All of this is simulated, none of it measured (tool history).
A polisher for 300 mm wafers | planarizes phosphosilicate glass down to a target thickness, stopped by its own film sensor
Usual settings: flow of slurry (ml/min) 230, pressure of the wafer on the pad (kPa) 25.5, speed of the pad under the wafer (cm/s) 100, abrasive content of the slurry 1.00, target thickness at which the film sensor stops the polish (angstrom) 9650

run,day,flow of slurry (ml/min),pressure of the wafer on the pad (kPa),speed of the pad under the wafer (cm/s),abrasive content of the slurry,target thickness at which the film sensor stops the polish (angstrom),wafers since the last listed run,wafers polished on this pad,hours since the slurry nozzle was cleaned,hours since the head pressure was calibrated,hours since the slurry blender was calibrated,hours since the conditioning disc was replaced,"incoming thickness of the incoming film, nm",time until the film sensor stopped the polish (s)
1,0.000,230,25.5,100,1.00,9650,0,167,46.8,8.4,302.3,161.8,2336.0,185.4
# day 0.417: slurry blender recalibrated
2,3.883,230,25.5,100,1.00,9650,418,585,140.0,101.6,83.2,255.0,2352.3,186.0
3,6.779,230,25.5,100,1.00,9650,318,904,209.5,171.1,152.7,324.5,2337.1,184.7
# day 8.612: conditioning disc replaced and pad reconditioned
# day 10.700: slurry blender recalibrated
# day 11.671: worn pad replaced by a new one
# day 14.125: slurry nozzle cleaned
4,16.879,230,25.5,100,1.00,9650,1070,568,66.1,413.5,148.3,198.4,2321.5,181.3
5,20.858,230,25.5,100,1.00,9650,438,1006,161.6,509.0,243.8,293.9,2290.9,177.1
# day 22.492: worn pad replaced by a new one
# day 23.096: head pressure recalibrated
# day 23.571: slurry blender recalibrated
6,24.775,230,25.5,100,1.00,9650,394,232,255.6,40.3,28.9,387.9,2319.5,179.3
# day 25.575: conditioning disc replaced and pad reconditioned
# day 27.425: slurry nozzle cleaned
7,27.558,230,25.5,100,1.00,9650,292,525,3.2,107.1,95.7,47.6,2346.1,186.2
8,30.454,230,25.5,100,1.00,9650,318,844,72.7,176.6,165.2,117.1,2354.7,186.1
9,32.217,230,25.5,100,1.00,9650,194,1038,115.0,218.9,207.5,159.4,2313.4,180.2
10,33.992,230,19.3,100,1.00,9650,195,1234,157.6,261.5,250.1,202.0,2358.5,241.7
# day 35.338: worn pad replaced by a new one
# day 35.962: slurry blender recalibrated
11,36.979,230,25.5,100,1.00,9650,301,171,229.3,333.2,24.4,273.7,2319.1,184.2
12,39.121,230,31.0,100,0.75,10900,235,407,280.7,384.6,75.8,325.1,2314.3,165.6
# day 40.900: slurry nozzle cleaned
# day 42.288: conditioning disc replaced and pad reconditioned
13,42.629,230,25.5,66,1.00,13720,372,779,41.5,468.8,160.0,8.2,2302.1,157.3
14,44.342,175,17.9,100,1.00,9650,188,968,82.6,509.9,201.1,49.3,2319.8,259.7
# day 47.308: head pressure recalibrated
# day 47.350: worn pad replaced by a new one
15,47.371,230,25.5,136,1.10,9650,319,2,155.3,1.5,273.8,122.0,2320.5,142.8
# day 48.208: slurry blender recalibrated
16,49.404,230,25.5,100,1.00,9650,214,216,204.1,50.3,28.7,170.8,2289.1,174.6
17,53.746,280,25.5,100,1.20,9650,478,694,308.3,154.5,132.9,275.0,2339.6,166.1
# day 55.354: conditioning disc replaced and pad reconditioned
18,55.442,230,25.5,100,1.00,7380,177,872,349.0,195.2,173.6,2.1,2276.8,204.2
# day 57.433: slurry nozzle cleaned
# day 59.296: worn pad replaced by a new one
19,60.196,230,25.5,100,0.75,9650,500,99,66.3,309.3,287.7,116.2,2298.9,218.7

Forecast each of these 4 alternatives for the next run:
A,60.217,230,25.5,100,1.00,9650,2,101,66.8,309.8,288.2,116.7,2308.8,?
B,60.217,190,25.5,74,1.30,14370,2,101,66.8,309.8,288.2,116.7,2308.8,?
C,60.217,230,16.5,116,1.20,7410,2,101,66.8,309.8,288.2,116.7,2308.8,?
D,60.217,230,25.5,88,1.20,9650,2,101,66.8,309.8,288.2,116.7,2308.8,?

run,time until the film sensor stopped the polish (s)
A,181.1
B,124.5
C,260.3
D,177.0
Without the tool's hidden state the same runs would have given:
run,time until the film sensor stopped the polish (s)
A,181.1
B,124.5
C,260.3
D,177.0

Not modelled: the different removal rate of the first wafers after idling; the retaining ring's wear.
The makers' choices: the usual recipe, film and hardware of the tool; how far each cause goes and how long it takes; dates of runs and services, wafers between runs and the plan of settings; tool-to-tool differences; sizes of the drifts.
